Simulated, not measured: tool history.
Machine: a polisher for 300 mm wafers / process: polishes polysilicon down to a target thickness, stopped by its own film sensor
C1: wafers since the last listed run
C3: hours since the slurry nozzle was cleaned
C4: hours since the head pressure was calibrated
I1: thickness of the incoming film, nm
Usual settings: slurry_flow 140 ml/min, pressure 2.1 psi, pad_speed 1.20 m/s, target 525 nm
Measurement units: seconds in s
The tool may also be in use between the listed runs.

{"run": 1, "hour": 0.0, "slurry_flow": 140, "pressure": 2.1, "pad_speed": 1.2, "target": 474, "C1": 0, "wafers polished on this pad": 53, "C3": 194.4, "C4": 1299.9, "I1": 1239.2, "seconds": 96.1}
{"run": 2, "hour": 14.1, "slurry_flow": 140, "pressure": 2.1, "pad_speed": 1.2, "target": 525, "C1": 154, "wafers polished on this pad": 207, "C3": 208.5, "C4": 1314.0, "I1": 1232.2, "seconds": 90.2}
{"run": 3, "hour": 30.7, "slurry_flow": 140, "pressure": 2.1, "pad_speed": 1.2, "target": 525, "C1": 182, "wafers polished on this pad": 390, "C3": 225.1, "C4": 1330.6, "I1": 1249.7, "seconds": 93.7}
{"hour": 34.0, "done": "slurry nozzle cleaned"}
{"run": 4, "hour": 40.6, "slurry_flow": 140, "pressure": 2.1, "pad_speed": 1.2, "target": 525, "C1": 97, "wafers polished on this pad": 487, "C3": 6.6, "C4": 1340.5, "I1": 1261.6, "seconds": 87.9}
{"run": 5, "hour": 58.2, "slurry_flow": 140, "pressure": 2.1, "pad_speed": 1.2, "target": 595, "C1": 193, "wafers polished on this pad": 681, "C3": 24.2, "C4": 1358.1, "I1": 1261.4, "seconds": 81.5}
{"run": 6, "hour": 68.2, "slurry_flow": 140, "pressure": 2.1, "pad_speed": 1.2, "target": 595, "C1": 109, "wafers polished on this pad": 790, "C3": 34.2, "C4": 1368.1, "I1": 1254.1, "seconds": 82.2}
{"run": 7, "hour": 83.8, "slurry_flow": 140, "pressure": 2.1, "pad_speed": 1.2, "target": 595, "C1": 171, "wafers polished on this pad": 962, "C3": 49.8, "C4": 1383.7, "I1": 1255.4, "seconds": 84.4}
{"run": 8, "hour": 94.3, "slurry_flow": 125, "pressure": 1.6, "pad_speed": 1.2, "target": 525, "C1": 115, "wafers polished on this pad": 1077, "C3": 60.3, "C4": 1394.2, "I1": 1261.8, "seconds": 115.4}
{"hour": 111.8, "done": "worn pad replaced by a new one"}
{"run": 9, "hour": 112.3, "slurry_flow": 125, "pressure": 1.6, "pad_speed": 1.2, "target": 525, "C1": 153, "wafers polished on this pad": 5, "C3": 78.3, "C4": 1412.2, "I1": 1273.7, "seconds": 103.7}
{"run": 10, "hour": 118.0, "slurry_flow": 140, "pressure": 2.3, "pad_speed": 1.2, "target": 525, "C1": 62, "wafers polished on this pad": 67, "C3": 84.0, "C4": 1417.9, "I1": 1238.3, "seconds": 81.0}
{"run": 11, "hour": 135.3, "slurry_flow": 140, "pressure": 2.3, "pad_speed": 1.2, "target": 525, "C1": 189, "wafers polished on this pad": 257, "C3": 101.3, "C4": 1435.2, "I1": 1265.5, "seconds": 81.6}
{"run": 12, "hour": 143.6, "slurry_flow": 140, "pressure": 2.3, "pad_speed": 1.2, "target": 525, "C1": 91, "wafers polished on this pad": 348, "C3": 109.6, "C4": 1443.5, "I1": 1252.5, "seconds": 82.6}
{"hour": 156.3, "done": "head pressure recalibrated"}
{"run": 13, "hour": 156.8, "slurry_flow": 140, "pressure": 2.1, "pad_speed": 1.2, "target": 525, "C1": 122, "wafers polished on this pad": 471, "C3": 122.8, "C4": 0.5, "I1": 1244.1, "seconds": 88.6}
{"run": 14, "hour": 169.6, "slurry_flow": 140, "pressure": 2.1, "pad_speed": 1.2, "target": 525, "C1": 140, "wafers polished on this pad": 612, "C3": 135.6, "C4": 13.3, "I1": 1258.7, "seconds": 94.5}
{"run": 15, "hour": 182.0, "slurry_flow": 140, "pressure": 2.1, "pad_speed": 1.2, "target": 525, "C1": 136, "wafers polished on this pad": 748, "C3": 148.0, "C4": 25.7, "I1": 1232.6, "seconds": 91.0}
{"run": 16, "hour": 188.7, "slurry_flow": 140, "pressure": 2.1, "pad_speed": 1.2, "target": 525, "C1": 73, "wafers polished on this pad": 822, "C3": 154.7, "C4": 32.4, "I1": 1248.2, "seconds": 95.4}
{"run": 17, "hour": 196.5, "slurry_flow": 140, "pressure": 1.8, "pad_speed": 1.2, "target": 525, "C1": 85, "wafers polished on this pad": 907, "C3": 162.5, "C4": 40.2, "I1": 1247.9, "seconds": 105.7}
{"hour": 212.4, "done": "worn pad replaced by a new one"}
{"run": 18, "hour": 212.9, "slurry_flow": 140, "pressure": 2.1, "pad_speed": 1.44, "target": 525, "C1": 136, "wafers polished on this pad": 5, "C3": 178.9, "C4": 56.6, "I1": 1240.9, "seconds": 73.5}
{"run": 19, "hour": 225.7, "slurry_flow": 140, "pressure": 2.1, "pad_speed": 1.56, "target": 525, "C1": 140, "wafers polished on this pad": 146, "C3": 191.7, "C4": 69.4, "I1": 1236.2, "seconds": 70.6}
{"run": 20, "hour": 233.5, "slurry_flow": 175, "pressure": 2.3, "pad_speed": 1.54, "target": 360, "C1": 85, "wafers polished on this pad": 231, "C3": 199.5, "C4": 77.2, "I1": 1257.9, "seconds": 81.9}
{"run": 21, "hour": 250.1, "slurry_flow": 140, "pressure": 1.9, "pad_speed": 1.2, "target": 525, "C1": 182, "wafers polished on this pad": 414, "C3": 216.1, "C4": 93.8, "I1": 1249.5, "seconds": 96.8}
{"run": 22, "hour": 258.3, "slurry_flow": 140, "pressure": 2.1, "pad_speed": 1.2, "target": 381, "C1": 90, "wafers polished on this pad": 504, "C3": 224.3, "C4": 102.0, "I1": 1277.7, "seconds": 117.5}
{"run": 23, "hour": 281.1, "slurry_flow": 140, "pressure": 2.1, "pad_speed": 1.2, "target": 421, "C1": 250, "wafers polished on this pad": 754, "C3": 247.1, "C4": 124.8, "I1": 1252.0, "seconds": 113.3}
{"hour": 289.3, "done": "slurry nozzle cleaned"}
{"run": 24, "hour": 289.7, "slurry_flow": 140, "pressure": 2.1, "pad_speed": 1.58, "target": 306, "C1": 83, "wafers polished on this pad": 838, "C3": 0.4, "C4": 133.4, "I1": 1240.2, "seconds": 95.4}
{"run": 25, "hour": 302.0, "slurry_flow": 155, "pressure": 1.6, "pad_speed": 1.2, "target": 525, "C1": 135, "wafers polished on this pad": 973, "C3": 12.7, "C4": 145.7, "I1": 1249.4, "seconds": 105.4}
{"hour": 312.1, "done": "worn pad replaced by a new one"}
{"run": 26, "hour": 312.6, "slurry_flow": 115, "pressure": 2.1, "pad_speed": 1.2, "target": 525, "C1": 72, "wafers polished on this pad": 5, "C3": 23.3, "C4": 156.3, "I1": 1261.1, "seconds": 91.0}
{"run": 27, "hour": 319.6, "slurry_flow": 180, "pressure": 1.8, "pad_speed": 1.2, "target": 703, "C1": 76, "wafers polished on this pad": 82, "C3": 30.3, "C4": 163.3, "I1": 1270.2, "seconds": 70.0}
{"run": 28, "hour": 332.9, "slurry_flow": 140, "pressure": 2.1, "pad_speed": 1.2, "target": 525, "C1": 146, "wafers polished on this pad": 228, "C3": 43.6, "C4": 176.6, "I1": 1244.2, "seconds": 85.0}
{"run": 29, "hour": 349.5, "slurry_flow": 185, "pressure": 2.7, "pad_speed": 1.6, "target": 371, "C1": 182, "wafers polished on this pad": 411, "C3": 60.2, "C4": 193.2, "I1": 1269.4, "seconds": 71.8}
{"run": 30, "hour": 361.6, "slurry_flow": 140, "pressure": 2.1, "pad_speed": 1.38, "target": 525, "C1": 132, "wafers polished on this pad": 543, "C3": 72.3, "C4": 205.3, "I1": 1253.7, "seconds": 82.3}
{"run": 31, "hour": 376.0, "slurry_flow": 140, "pressure": 2.1, "pad_speed": 1.2, "target": 525, "C1": 158, "wafers polished on this pad": 702, "C3": 86.7, "C4": 219.7, "I1": 1254.1, "seconds": 91.2}
{"run": 32, "hour": 387.9, "slurry_flow": 140, "pressure": 2.1, "pad_speed": 0.78, "target": 376, "C1": 130, "wafers polished on this pad": 832, "C3": 98.6, "C4": 231.6, "I1": 1247.5, "seconds": 152.2}
{"run": 33, "hour": 402.9, "slurry_flow": 165, "pressure": 1.5, "pad_speed": 0.94, "target": 525, "C1": 164, "wafers polished on this pad": 997, "C3": 113.6, "C4": 246.6, "I1": 1230.3, "seconds": 132.1}
{"run": 34, "hour": 415.8, "slurry_flow": 160, "pressure": 2.1, "pad_speed": 1.48, "target": 724, "C1": 141, "wafers polished on this pad": 1139, "C3": 126.5, "C4": 259.5, "I1": 1230.3, "seconds": 56.8}
{"hour": 424.6, "done": "worn pad replaced by a new one"}
{"run": 35, "hour": 426.3, "slurry_flow": 140, "pressure": 2.1, "pad_speed": 1.44, "target": 525, "C1": 71, "wafers polished on this pad": 18, "C3": 137.0, "C4": 270.0, "I1": 1258.2, "seconds": 75.1}
{"run": 36, "hour": 439.4, "slurry_flow": 140, "pressure": 2.1, "pad_speed": 1.2, "target": 525, "C1": 143, "wafers polished on this pad": 162, "C3": 150.1, "C4": 283.1, "I1": 1248.0, "seconds": 87.8}

For some of the steps in seconds from one run to the next: how much would appear even if the tool had no hidden state, given the settings, what came in and random variation, and how much remains for the hidden state plus any gauge scatter that the measured result and the result without hidden state don't share?
Hidden conditions of the tool in this case: removal rate lost through wear of the pad, %; slurry flow missing at the pad, %; deviation of the head's pressure from its setpoint, %.
Run 8 -> 9: worn pad replaced by a new one. seconds -11.7 s: hidden state -12.2, all else +0.5.
Run 17 -> 18: pressure 1.8 -> 2.1, pad_speed 1.20 -> 1.44, worn pad replaced by a new one. seconds -32.2 s: hidden state -10.1, all else -22.1.
Run 23 -> 24: pad_speed 1.20 -> 1.58, target 421 -> 306, slurry nozzle cleaned. seconds -17.9 s: hidden state -10.9, all else -7.0.
Run 31 -> 32: pad_speed 1.20 -> 0.78, target 525 -> 376. seconds +61.0 s: hidden state +8.4, all else +52.6.
Run 33 -> 34: slurry_flow 165 -> 160, pressure 1.5 -> 2.1, pad_speed 0.94 -> 1.48, target 525 -> 724. seconds -75.3 s: hidden state -8.9, all else -66.4.

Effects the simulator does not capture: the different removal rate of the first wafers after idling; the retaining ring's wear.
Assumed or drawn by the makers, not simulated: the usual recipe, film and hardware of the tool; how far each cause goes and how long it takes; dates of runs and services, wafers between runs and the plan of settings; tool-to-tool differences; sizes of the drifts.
